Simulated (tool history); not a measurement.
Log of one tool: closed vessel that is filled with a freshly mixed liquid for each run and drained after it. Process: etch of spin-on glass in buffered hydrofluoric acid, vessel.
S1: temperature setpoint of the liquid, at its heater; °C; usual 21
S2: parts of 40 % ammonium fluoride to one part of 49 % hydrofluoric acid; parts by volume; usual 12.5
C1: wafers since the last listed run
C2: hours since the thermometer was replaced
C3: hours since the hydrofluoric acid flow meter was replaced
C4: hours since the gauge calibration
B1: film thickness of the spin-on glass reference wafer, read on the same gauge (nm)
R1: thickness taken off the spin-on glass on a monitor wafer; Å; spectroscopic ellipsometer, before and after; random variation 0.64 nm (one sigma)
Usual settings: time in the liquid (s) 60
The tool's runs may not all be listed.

{"run": 1, "hour": 0.0, "S1": 21, "S2": 15.0, "time in the liquid (s)": 75, "C1": 0, "C2": 376.5, "C3": 509.9, "C4": 139.0, "B1": 120.01, "R1": 1112.4}
{"run": 2, "hour": 16.0, "S1": 21, "S2": 15.0, "time in the liquid (s)": 75, "C1": 2266, "C2": 392.5, "C3": 525.9, "C4": 155.0, "B1": 119.98, "R1": 1111.2}
{"run": 3, "hour": 35.1, "S1": 21, "S2": 12.5, "time in the liquid (s)": 60, "C1": 2705, "C2": 411.6, "C3": 545.0, "C4": 174.1, "B1": 120.0, "R1": 1055.7}
{"run": 4, "hour": 62.1, "S1": 21, "S2": 12.5, "time in the liquid (s)": 60, "C1": 3824, "C2": 438.6, "C3": 572.0, "C4": 201.1, "B1": 120.02, "R1": 1050.2}
{"run": 5, "hour": 93.1, "S1": 21, "S2": 12.5, "time in the liquid (s)": 60, "C1": 4391, "C2": 469.6, "C3": 603.0, "C4": 232.1, "B1": 119.99, "R1": 1054.7}
{"run": 6, "hour": 113.0, "S1": 21, "S2": 12.5, "time in the liquid (s)": 60, "C1": 2818, "C2": 489.5, "C3": 622.9, "C4": 252.0, "B1": 120.0, "R1": 1047.6}
{"hour": 115.9, "done": "hydrofluoric acid flow meter replaced"}
{"run": 7, "hour": 148.0, "S1": 21, "S2": 12.5, "time in the liquid (s)": 60, "C1": 4816, "C2": 524.5, "C3": 32.1, "C4": 287.0, "B1": 120.04, "R1": 1133.8}
{"hour": 161.5, "done": "gauge calibrated"}
{"run": 8, "hour": 165.3, "S1": 21, "S2": 12.5, "time in the liquid (s)": 60, "C1": 2450, "C2": 541.8, "C3": 49.4, "C4": 3.8, "B1": 120.03, "R1": 1154.6}
{"run": 9, "hour": 177.3, "S1": 21, "S2": 12.5, "time in the liquid (s)": 60, "C1": 1699, "C2": 553.8, "C3": 61.4, "C4": 15.8, "B1": 119.96, "R1": 1138.1}
{"run": 10, "hour": 191.3, "S1": 24, "S2": 15.0, "time in the liquid (s)": 60, "C1": 1983, "C2": 567.8, "C3": 75.4, "C4": 29.8, "B1": 120.04, "R1": 1128.9}
{"hour": 194.0, "done": "thermometer replaced"}
{"run": 11, "hour": 212.4, "S1": 21, "S2": 12.5, "time in the liquid (s)": 60, "C1": 2847, "C2": 18.4, "C3": 96.5, "C4": 50.9, "B1": 120.01, "R1": 1143.0}
{"run": 12, "hour": 244.7, "S1": 24, "S2": 14.5, "time in the liquid (s)": 60, "C1": 4575, "C2": 50.7, "C3": 128.8, "C4": 83.2, "B1": 120.04, "R1": 1150.8}
{"run": 13, "hour": 268.3, "S1": 21, "S2": 15.5, "time in the liquid (s)": 30, "C1": 3342, "C2": 74.3, "C3": 152.4, "C4": 106.8, "B1": 120.0, "R1": 451.2}
{"run": 14, "hour": 285.5, "S1": 21, "S2": 17.5, "time in the liquid (s)": 80, "C1": 2436, "C2": 91.5, "C3": 169.6, "C4": 124.0, "B1": 119.98, "R1": 1088.8}

Forecast each of these 3 alternatives for the next run:
{"run": "A", "hour": 286.2, "S1": 21, "S2": 9.0, "time in the liquid (s)": 60, "C1": 99, "C2": 92.2, "C3": 170.3, "C4": 124.7, "B1": "?", "R1": "?"}
{"run": "B", "hour": 286.2, "S1": 21, "S2": 8.0, "time in the liquid (s)": 60, "C1": 99, "C2": 92.2, "C3": 170.3, "C4": 124.7, "B1": "?", "R1": "?"}
{"run": "C", "hour": 286.2, "S1": 17, "S2": 10.0, "time in the liquid (s)": 35, "C1": 99, "C2": 92.2, "C3": 170.3, "C4": 124.7, "B1": "?", "R1": "?"}

run=A B1=119.98 R1=1511.2
run=B B1=119.98 R1=1694.6
run=C B1=119.98 R1=651.8
Without the tool's hidden state the same runs would have given:
run=A R1=1539.0
run=B R1=1748.9
run=C R1=670.6
